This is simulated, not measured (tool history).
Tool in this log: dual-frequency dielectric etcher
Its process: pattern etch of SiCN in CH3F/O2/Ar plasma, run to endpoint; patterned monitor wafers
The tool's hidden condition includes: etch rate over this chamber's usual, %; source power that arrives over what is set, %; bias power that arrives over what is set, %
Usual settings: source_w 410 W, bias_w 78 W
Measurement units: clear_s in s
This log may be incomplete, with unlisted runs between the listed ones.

| run | hour | source_w | bias_w | wafers since the last listed run | hours since the last wet clean | hours since the last source power generator calibration | hours since the last bias power generator calibration | hours since the last upper electrode change | incoming incoming film thickness, nm | clear_s |
|---|---|---|---|---|---|---|---|---|---|---|
| 1 | 0.0 | 440 | 65 | 0 | 572.9 | 1338.1 | 4033.9 | 4256.6 | 10.25 | 28.7 |
|  | 57.1 | wet clean of the chamber |
| 2 | 81.1 | 470 | 94 | 721 | 24.0 | 1419.2 | 4115.0 | 4337.7 | 10.15 | 22.8 |
| 3 | 122.2 | 470 | 94 | 519 | 65.1 | 1460.3 | 4156.1 | 4378.8 | 10.18 | 23.2 |
| 4 | 181.1 | 410 | 70 | 744 | 124.0 | 1519.2 | 4215.0 | 4437.7 | 10.18 | 28.1 |
| 5 | 256.4 | 410 | 70 | 951 | 199.3 | 1594.5 | 4290.3 | 4513.0 | 10.25 | 28.3 |
| 6 | 345.2 | 410 | 70 | 1121 | 288.1 | 1683.3 | 4379.1 | 4601.8 | 10.16 | 28.3 |
| 7 | 441.3 | 360 | 78 | 1214 | 384.2 | 1779.4 | 4475.2 | 4697.9 | 10.11 | 29.3 |
| 8 | 479.4 | 410 | 78 | 481 | 422.3 | 1817.5 | 4513.3 | 4736.0 | 10.15 | 27.1 |
| 9 | 567.0 | 410 | 78 | 1106 | 509.9 | 1905.1 | 4600.9 | 4823.6 | 10.05 | 27.0 |
| 10 | 614.1 | 410 | 78 | 595 | 557.0 | 1952.2 | 4648.0 | 4870.7 | 10.14 | 27.5 |
|  | 662.4 | source power generator calibrated |
| 11 | 711.7 | 410 | 78 | 1182 | 654.6 | 49.3 | 4745.6 | 4968.3 | 10.11 | 26.5 |
|  | 805.3 | wet clean of the chamber |
|  | 819.2 | bias power generator calibrated |
| 12 | 819.7 | 410 | 78 | 1010 | 14.4 | 157.3 | 0.5 | 5076.3 | 10.18 | 26.5 |
| 13 | 884.0 | 410 | 78 | 812 | 78.7 | 221.6 | 64.8 | 5140.6 | 10.14 | 26.4 |
| 14 | 958.8 | 380 | 87 | 945 | 153.5 | 296.4 | 139.6 | 5215.4 | 10.12 | 26.3 |
| 15 | 1013.8 | 380 | 87 | 694 | 208.5 | 351.4 | 194.6 | 5270.4 | 10.25 | 26.8 |
| 16 | 1154.5 | 350 | 91 | 1777 | 349.2 | 492.1 | 335.3 | 5411.1 | 10.21 | 27.7 |
| 17 | 1349.1 | 410 | 78 | 2458 | 543.8 | 686.7 | 529.9 | 5605.7 | 10.21 | 27.2 |
| 18 | 1385.7 | 490 | 61 | 462 | 580.4 | 723.3 | 566.5 | 5642.3 | 10.15 | 27.2 |
| 19 | 1427.1 | 490 | 92 | 523 | 621.8 | 764.7 | 607.9 | 5683.7 | 10.16 | 23.3 |
|  | 1489.1 | upper electrode replaced |
|  | 1505.2 | wet clean of the chamber |
| 20 | 1509.1 | 380 | 66 | 529 | 3.9 | 846.7 | 689.9 | 20.0 | 10.22 | 30.0 |
| 21 | 1573.8 | 410 | 62 | 817 | 68.6 | 911.4 | 754.6 | 84.7 | 10.26 | 29.6 |
| 22 | 1640.7 | 460 | 61 | 845 | 135.5 | 978.3 | 821.5 | 151.6 | 10.20 | 27.9 |
| 23 | 1746.6 | 380 | 78 | 1338 | 241.4 | 1084.2 | 927.4 | 257.5 | 10.23 | 28.2 |
| 24 | 2011.0 | 480 | 95 | 3340 | 505.8 | 1348.6 | 1191.8 | 521.9 | 10.24 | 23.1 |
| 25 | 2116.3 | 410 | 78 | 1330 | 611.1 | 1453.9 | 1297.1 | 627.2 | 10.27 | 27.9 |
|  | 2167.3 | wet clean of the chamber |
| 26 | 2177.9 | 360 | 78 | 475 | 10.6 | 1515.5 | 1358.7 | 688.8 | 10.25 | 29.4 |
| 27 | 2258.9 | 500 | 93 | 1023 | 91.6 | 1596.5 | 1439.7 | 769.8 | 10.19 | 23.0 |
| 28 | 2310.1 | 410 | 78 | 646 | 142.8 | 1647.7 | 1490.9 | 821.0 | 10.19 | 27.2 |
| 29 | 2370.5 | 340 | 95 | 763 | 203.2 | 1708.1 | 1551.3 | 881.4 | 10.13 | 27.7 |
| 30 | 2463.7 | 440 | 78 | 1177 | 296.4 | 1801.3 | 1644.5 | 974.6 | 10.15 | 26.5 |
| 31 | 2538.7 | 380 | 78 | 947 | 371.4 | 1876.3 | 1719.5 | 1049.6 | 10.12 | 28.6 |
| 32 | 2630.6 | 410 | 60 | 1161 | 463.3 | 1968.2 | 1811.4 | 1141.5 | 10.16 | 30.7 |
| 33 | 2667.3 | 330 | 69 | 463 | 500.0 | 2004.9 | 1848.1 | 1178.2 | 10.14 | 33.1 |
|  | 2687.2 | source power generator calibrated |
| 34 | 2763.5 | 500 | 96 | 1164 | 596.2 | 76.3 | 1944.3 | 1274.4 | 10.15 | 22.2 |
| 35 | 2828.9 | 340 | 78 | 826 | 661.6 | 141.7 | 2009.7 | 1339.8 | 10.12 | 30.0 |
|  | 2893.2 | wet clean of the chamber |
| 36 | 2900.9 | 360 | 62 | 606 | 7.7 | 213.7 | 2081.7 | 1411.8 | 10.32 | 31.5 |

Measured result minus the same run's result without the hidden state. Both carry the same run-to-run variation, though not necessarily the same gauge scatter:
| run | clear_s |
|---|---|
| 1 | +1.3 |
| 2 | +0.4 |
| 3 | +0.5 |
| 4 | +0.7 |
| 5 | +0.8 |
| 6 | +1.0 |
| 7 | +1.2 |
| 8 | +1.1 |
| 9 | +1.3 |
| 10 | +1.4 |
| 11 | +0.7 |
| 12 | +0.1 |
| 13 | +0.1 |
| 14 | +0.3 |
| 15 | +0.3 |
| 16 | +0.6 |
| 17 | +0.9 |
| 18 | +0.9 |
| 19 | +0.8 |
| 20 | +0.4 |
| 21 | +0.5 |
| 22 | +0.6 |
| 23 | +0.7 |
| 24 | +0.9 |
| 25 | +1.4 |
| 26 | +0.8 |
| 27 | +0.8 |
| 28 | +1.0 |
| 29 | +1.1 |
| 30 | +1.3 |
| 31 | +1.4 |
| 32 | +1.7 |
| 33 | +1.9 |
| 34 | +0.8 |
| 35 | +1.1 |
| 36 | +0.3 |
